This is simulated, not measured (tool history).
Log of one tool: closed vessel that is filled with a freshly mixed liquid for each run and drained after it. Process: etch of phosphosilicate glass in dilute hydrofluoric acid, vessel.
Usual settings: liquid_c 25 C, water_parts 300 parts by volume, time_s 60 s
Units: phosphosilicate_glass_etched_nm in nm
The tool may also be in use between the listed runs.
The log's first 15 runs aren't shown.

run     day  liquid_c  water_parts  time_s  read-back film thickness of the phosphosilicate glass reference wafer, read on the same gauge (nm)  phosphosilicate_glass_etched_nm
 16  25.229      21.5          370      60                                                                                              110.01                             9.71
 17  27.654        25          300      60                                                                                                 110                            14.22
 18    30.6        23          445      60                                                                                              110.02                             7.87
 19  33.133        25          300      60                                                                                              109.98                            14.16
 20  34.812      29.5          355      90                                                                                              110.03                            19.92
 21  37.154        30          440      30                                                                                              110.04                             4.97
 22  43.312        25          245      60                                                                                              109.97                            18.29
 23  44.562        21          440      60                                                                                              110.01                             7.39
 24  47.233        21          435      60                                                                                              110.02                             7.56
 25  51.121        25          300      60                                                                                              109.98                            14.03
 26   52.95      27.5          185      35                                                                                              109.98                            16.46
 27  54.658        25          375      60                                                                                              110.01                             10.5
 28  56.842        25          380      50                                                                                              110.02                             8.55
 29  58.583        28          435      80                                                                                              109.99                            12.47
 30    60.4        27          300      35                                                                                              110.05                             8.69
 31  61.442        20          425      70                                                                                              109.99                             8.63

5 ways to go on from here, each from the tool as it stands after run 31. What would each give?
  A  61.471        25          435      60                                                                                                   ?                                ?
  B  61.471        23          170      95                                                                                                   ?                                ?
  C  61.471        25          205      60                                                                                                   ?                                ?
  D  61.471      23.5          445      90                                                                                                   ?                                ?
  E  61.471        28          365      40                                                                                                   ?                                ?

run  read-back film thickness of the phosphosilicate glass reference wafer, read on the same gauge (nm)  phosphosilicate_glass_etched_nm
  A                                                                                              109.96                             8.48
  B                                                                                              109.96                            41.52
  C                                                                                              109.96                            22.56
  D                                                                                              109.96                            11.75
  E                                                                                              109.96                             7.92
Without the tool's hidden state the same runs would have given:
run  phosphosilicate_glass_etched_nm
  A                             8.78
  B                            42.98
  C                            23.34
  D                            12.16
  E                             8.19
